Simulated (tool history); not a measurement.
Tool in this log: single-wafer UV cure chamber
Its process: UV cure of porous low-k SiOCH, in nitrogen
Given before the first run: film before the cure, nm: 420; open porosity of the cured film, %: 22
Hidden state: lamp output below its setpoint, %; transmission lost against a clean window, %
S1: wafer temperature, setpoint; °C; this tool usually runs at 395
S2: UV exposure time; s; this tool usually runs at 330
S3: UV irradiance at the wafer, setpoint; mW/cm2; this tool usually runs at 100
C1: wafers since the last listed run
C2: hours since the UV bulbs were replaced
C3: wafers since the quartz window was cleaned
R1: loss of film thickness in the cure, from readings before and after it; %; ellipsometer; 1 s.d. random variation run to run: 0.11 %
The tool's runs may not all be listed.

run 1 day=0 | S1=395 S2=330 S3=100 | C1=0 C2=1966 C3=1495 | R1=13.121
run 2 day=0.638 | S1=395 S2=330 S3=100 | C1=149 C2=1981.3 C3=1645 | R1=13.28
run 3 day=0.9 | S1=395 S2=330 S3=100 | C1=61 C2=1987.6 C3=1707 | R1=12.974
run 4 day=1.288 | S1=395 S2=415 S3=100 | C1=91 C2=1996.9 C3=1798 | R1=14.194
run 5 day=1.6 | S1=395 S2=415 S3=100 | C1=73 C2=2004.4 C3=1871 | R1=14.218
run 6 day=2.075 | S1=395 S2=330 S3=100 | C1=111 C2=2015.8 C3=1983 | R1=12.801
run 7 day=2.762 | S1=395 S2=330 S3=100 | C1=161 C2=2032.3 C3=2144 | R1=13.02
run 8 day=3.471 | S1=395 S2=330 S3=100 | C1=166 C2=2049.3 C3=2311 | R1=13.007
run 9 day=3.954 | S1=395 S2=370 S3=121 | C1=113 C2=2060.9 C3=2424 | R1=14.515
run 10 day=4.212 | S1=395 S2=370 S3=121 | C1=60 C2=2067.1 C3=2485 | R1=14.501
-- day=4.588 quartz window cleaned
run 11 day=4.854 | S1=412 S2=330 S3=89 | C1=72 C2=2082.5 C3=62 | R1=13.255
run 12 day=5.388 | S1=395 S2=330 S3=100 | C1=125 C2=2095.3 C3=188 | R1=13.354
run 13 day=6.071 | S1=414 S2=430 S3=119 | C1=160 C2=2111.7 C3=348 | R1=16.114
run 14 day=6.633 | S1=400 S2=150 S3=100 | C1=132 C2=2125.2 C3=480 | R1=9.809
run 15 day=7.083 | S1=388 S2=330 S3=100 | C1=105 C2=2136 C3=586 | R1=13.12
-- day=7.942 UV bulbs replaced
run 16 day=8.904 | S1=395 S2=330 S3=128 | C1=349 C2=23.1 C3=935 | R1=14.236
run 17 day=9.475 | S1=395 S2=195 S3=100 | C1=134 C2=36.8 C3=1070 | R1=10.549
run 18 day=10.583 | S1=395 S2=330 S3=100 | C1=260 C2=63.4 C3=1330 | R1=12.967
run 19 day=11.05 | S1=395 S2=330 S3=100 | C1=109 C2=74.6 C3=1439 | R1=12.977
run 20 day=11.629 | S1=395 S2=330 S3=100 | C1=136 C2=88.5 C3=1576 | R1=12.823

Branching from run 20: 4 alternative next runs. What would each branch give?
run A day=11.65 | S1=395 S2=330 S3=100 | C1=4 C2=89 C3=1580 | R1=?
run B day=11.65 | S1=402 S2=135 S3=62 | C1=4 C2=89 C3=1580 | R1=?
run C day=11.65 | S1=395 S2=330 S3=60 | C1=4 C2=89 C3=1580 | R1=?
run D day=11.65 | S1=405 S2=225 S3=118 | C1=4 C2=89 C3=1580 | R1=?

run=A R1=13.076
run=B R1=6.93
run=C R1=10.629
run=D R1=12.203
Without the tool's hidden state the same runs would have given:
run=A R1=13.952
run=B R1=7.677
run=C R1=11.459
run=D R1=13.063

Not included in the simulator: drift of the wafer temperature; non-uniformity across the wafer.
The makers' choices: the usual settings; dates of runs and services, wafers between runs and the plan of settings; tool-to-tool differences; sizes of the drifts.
